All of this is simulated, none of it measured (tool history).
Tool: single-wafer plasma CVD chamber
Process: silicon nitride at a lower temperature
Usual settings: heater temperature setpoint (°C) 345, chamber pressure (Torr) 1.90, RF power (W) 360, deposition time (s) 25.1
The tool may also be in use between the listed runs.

run,hour,heater temperature setpoint (°C),chamber pressure (Torr),RF power (W),deposition time (s),wafers since the last listed run,hours since the last thermocouple change,hours since the last RF generator calibration,hours since the last manometer calibration,hours since the showerhead was replaced,hours since the gauge calibration,"read-back reference wafer on the same gauge, thickness_nm",mean film thickness on the monitor wafer (nm)
1,0.0,345,1.90,360,25.1,0,1211.4,1570.6,1839.5,4775.8,2327.9,42.492,36.697
# hour 59.0: gauge calibrated
2,63.8,345,1.90,360,25.1,1197,1275.2,1634.4,1903.3,4839.6,4.8,42.524,36.442
3,90.8,345,1.90,360,25.1,506,1302.2,1661.4,1930.3,4866.6,31.8,42.503,36.544
4,147.7,345,1.90,360,25.1,1067,1359.1,1718.3,1987.2,4923.5,88.7,42.462,36.494
# hour 200.1: capacitance manometer re-zeroed and calibrated
5,200.6,345,1.70,300,25.1,842,1412.0,1771.2,0.5,4976.4,141.6,42.471,31.540
6,239.9,345,1.90,360,25.1,737,1451.3,1810.5,39.8,5015.7,180.9,42.480,36.914
7,299.0,351,1.90,335,25.1,1108,1510.4,1869.6,98.9,5074.8,240.0,42.530,35.104
8,345.7,356,2.14,360,22.7,876,1557.1,1916.3,145.6,5121.5,286.7,42.474,34.309
9,392.5,337,1.57,360,25.1,878,1603.9,1963.1,192.4,5168.3,333.5,42.493,35.127
10,458.6,349,1.70,395,27.1,1240,1670.0,2029.2,258.5,5234.4,399.6,42.501,40.845
11,493.5,338,2.09,295,27.4,654,1704.9,2064.1,293.4,5269.3,434.5,42.490,36.225
12,556.8,345,1.90,360,25.1,1187,1768.2,2127.4,356.7,5332.6,497.8,42.488,36.730
# hour 572.8: thermocouple changed; heater temperature recalibrated
# hour 584.0: showerhead replaced
13,590.5,353,1.45,360,25.1,332,17.7,2161.1,390.4,6.5,531.5,42.495,34.033
# hour 637.4: RF generator calibrated
14,650.2,332,1.90,340,25.1,970,77.4,12.8,450.1,66.2,591.2,42.506,35.613
15,719.3,345,1.90,360,25.1,1296,146.5,81.9,519.2,135.3,660.3,42.507,36.843
16,748.3,353,1.90,425,29.4,544,175.5,110.9,548.2,164.3,689.3,42.473,47.706
17,787.4,345,1.90,360,25.1,733,214.6,150.0,587.3,203.4,728.4,42.512,36.628
18,852.7,345,1.90,360,25.1,1225,279.9,215.3,652.6,268.7,793.7,42.494,36.788
19,923.2,345,1.90,360,25.1,1322,350.4,285.8,723.1,339.2,864.2,42.511,36.791
20,955.0,345,1.90,360,25.1,596,382.2,317.6,754.9,371.0,896.0,42.481,36.898
21,1016.8,345,1.90,360,25.1,1159,444.0,379.4,816.7,432.8,957.8,42.524,36.660
22,1052.9,354,2.16,410,21.8,677,480.1,415.5,852.8,468.9,993.9,42.503,35.689
23,1105.3,345,1.53,390,25.1,983,532.5,467.9,905.2,521.3,1046.3,42.497,36.248
24,1151.0,345,2.27,310,27.5,857,578.2,513.6,950.9,567.0,1092.0,42.513,38.129
25,1192.9,339,1.73,410,29.2,786,620.1,555.5,992.8,608.9,1133.9,42.502,45.187
26,1229.4,345,1.90,395,25.1,684,656.6,592.0,1029.3,645.4,1170.4,42.479,38.909
27,1260.6,355,1.68,400,22.7,585,687.8,623.2,1060.5,676.6,1201.6,42.461,33.915
28,1314.6,345,1.90,360,25.1,1013,741.8,677.2,1114.5,730.6,1255.6,42.509,36.610

4 ways to go on from here, each from the tool as it stands after run 28. What would each give?
A,1315.0,345,1.66,360,25.1,7,742.2,677.6,1114.9,731.0,1256.0,?,?
B,1315.0,354,2.37,400,21.6,7,742.2,677.6,1114.9,731.0,1256.0,?,?
C,1315.0,345,1.55,300,27.3,7,742.2,677.6,1114.9,731.0,1256.0,?,?
D,1315.0,333,1.90,360,25.1,7,742.2,677.6,1114.9,731.0,1256.0,?,?

run,"read-back reference wafer on the same gauge, thickness_nm",mean film thickness on the monitor wafer (nm)
A,42.509,35.260
B,42.509,35.744
C,42.509,33.236
D,42.509,36.852
Without the tool's hidden state the same runs would have given:
run,mean film thickness on the monitor wafer (nm)
A,35.648
B,36.104
C,33.605
D,37.247

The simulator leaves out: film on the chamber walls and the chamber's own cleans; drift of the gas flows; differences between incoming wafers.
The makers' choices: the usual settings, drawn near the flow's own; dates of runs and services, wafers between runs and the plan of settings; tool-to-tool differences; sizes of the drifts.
